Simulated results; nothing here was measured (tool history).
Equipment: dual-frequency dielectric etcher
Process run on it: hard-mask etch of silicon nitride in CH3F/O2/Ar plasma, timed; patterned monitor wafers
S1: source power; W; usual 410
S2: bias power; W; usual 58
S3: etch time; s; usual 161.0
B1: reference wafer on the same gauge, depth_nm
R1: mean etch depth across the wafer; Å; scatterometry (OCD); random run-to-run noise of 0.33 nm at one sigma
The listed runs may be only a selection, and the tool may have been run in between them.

{"run": 1, "hour": 0.0, "S1": 410, "S2": 58, "S3": 161.0, "B1": 98.0, "R1": 1035}
{"run": 2, "hour": 15.4, "S1": 410, "S2": 58, "S3": 161.0, "B1": 98.1, "R1": 1036}
{"run": 3, "hour": 24.5, "S1": 410, "S2": 58, "S3": 161.0, "B1": 98.0, "R1": 1036}
{"run": 4, "hour": 31.7, "S1": 410, "S2": 54, "S3": 161.0, "B1": 98.0, "R1": 1020}
{"run": 5, "hour": 39.6, "S1": 360, "S2": 58, "S3": 135.5, "B1": 97.9, "R1": 826}
{"run": 6, "hour": 45.7, "S1": 360, "S2": 58, "S3": 135.5, "B1": 98.0, "R1": 831}
{"run": 7, "hour": 59.9, "S1": 360, "S2": 58, "S3": 135.5, "B1": 97.9, "R1": 830}
{"run": 8, "hour": 73.3, "S1": 410, "S2": 58, "S3": 161.0, "B1": 98.1, "R1": 1036}
{"hour": 92.1, "done": "bias power generator calibrated"}
{"hour": 92.6, "done": "gauge calibrated"}
{"run": 9, "hour": 121.6, "S1": 410, "S2": 58, "S3": 161.0, "B1": 98.0, "R1": 1025}
{"run": 10, "hour": 135.7, "S1": 410, "S2": 58, "S3": 161.0, "B1": 98.0, "R1": 1027}
{"run": 11, "hour": 144.6, "S1": 410, "S2": 58, "S3": 161.0, "B1": 98.0, "R1": 1025}
{"run": 12, "hour": 154.1, "S1": 410, "S2": 58, "S3": 161.0, "B1": 98.0, "R1": 1023}
{"run": 13, "hour": 187.5, "S1": 350, "S2": 47, "S3": 182.5, "B1": 97.9, "R1": 1047}
{"run": 14, "hour": 195.7, "S1": 410, "S2": 63, "S3": 208.0, "B1": 98.0, "R1": 1335}
{"hour": 221.7, "done": "source power generator calibrated"}
{"hour": 221.8, "done": "wet clean of the chamber"}
{"run": 15, "hour": 222.3, "S1": 410, "S2": 46, "S3": 161.0, "B1": 98.0, "R1": 1028}
{"run": 16, "hour": 222.6, "S1": 410, "S2": 58, "S3": 161.0, "B1": 98.1, "R1": 1073}
{"hour": 250.9, "done": "upper electrode replaced"}
{"run": 17, "hour": 251.4, "S1": 320, "S2": 58, "S3": 114.0, "B1": 98.0, "R1": 690}
{"run": 18, "hour": 251.8, "S1": 410, "S2": 58, "S3": 161.0, "B1": 98.0, "R1": 1074}
{"run": 19, "hour": 252.2, "S1": 410, "S2": 58, "S3": 161.0, "B1": 98.0, "R1": 1070}
{"run": 20, "hour": 258.0, "S1": 450, "S2": 58, "S3": 119.5, "B1": 98.0, "R1": 822}
{"run": 21, "hour": 282.4, "S1": 410, "S2": 58, "S3": 161.0, "B1": 98.0, "R1": 1067}
{"run": 22, "hour": 300.2, "S1": 410, "S2": 58, "S3": 204.0, "B1": 98.0, "R1": 1354}
{"run": 23, "hour": 306.4, "S1": 410, "S2": 49, "S3": 134.0, "B1": 98.0, "R1": 861}
{"run": 24, "hour": 316.2, "S1": 410, "S2": 68, "S3": 185.5, "B1": 97.9, "R1": 1268}
{"run": 25, "hour": 328.7, "S1": 340, "S2": 52, "S3": 161.0, "B1": 98.0, "R1": 971}
{"run": 26, "hour": 339.3, "S1": 380, "S2": 68, "S3": 138.5, "B1": 98.0, "R1": 914}
{"run": 27, "hour": 351.4, "S1": 410, "S2": 48, "S3": 193.5, "B1": 98.0, "R1": 1228}
{"run": 28, "hour": 364.8, "S1": 410, "S2": 58, "S3": 161.0, "B1": 98.0, "R1": 1062}
{"run": 29, "hour": 381.1, "S1": 480, "S2": 65, "S3": 143.0, "B1": 98.0, "R1": 1023}
{"run": 30, "hour": 391.3, "S1": 410, "S2": 58, "S3": 161.0, "B1": 98.0, "R1": 1056}
{"run": 31, "hour": 400.7, "S1": 410, "S2": 58, "S3": 118.0, "B1": 98.0, "R1": 777}

Below are 3 alternative next runs, each starting from the tool's condition after run 31. Predict each:
{"run": "A", "hour": 401.2, "S1": 410, "S2": 58, "S3": 161.0, "B1": "?", "R1": "?"}
{"run": "B", "hour": 401.2, "S1": 490, "S2": 63, "S3": 182.5, "B1": "?", "R1": "?"}
{"run": "C", "hour": 401.2, "S1": 360, "S2": 58, "S3": 194.0, "B1": "?", "R1": "?"}

run=A B1=98.1 R1=1059
run=B B1=98.1 R1=1305
run=C B1=98.1 R1=1216
Without the tool's hidden state the same runs would have given:
run=A R1=1076
run=B R1=1326
run=C R1=1236
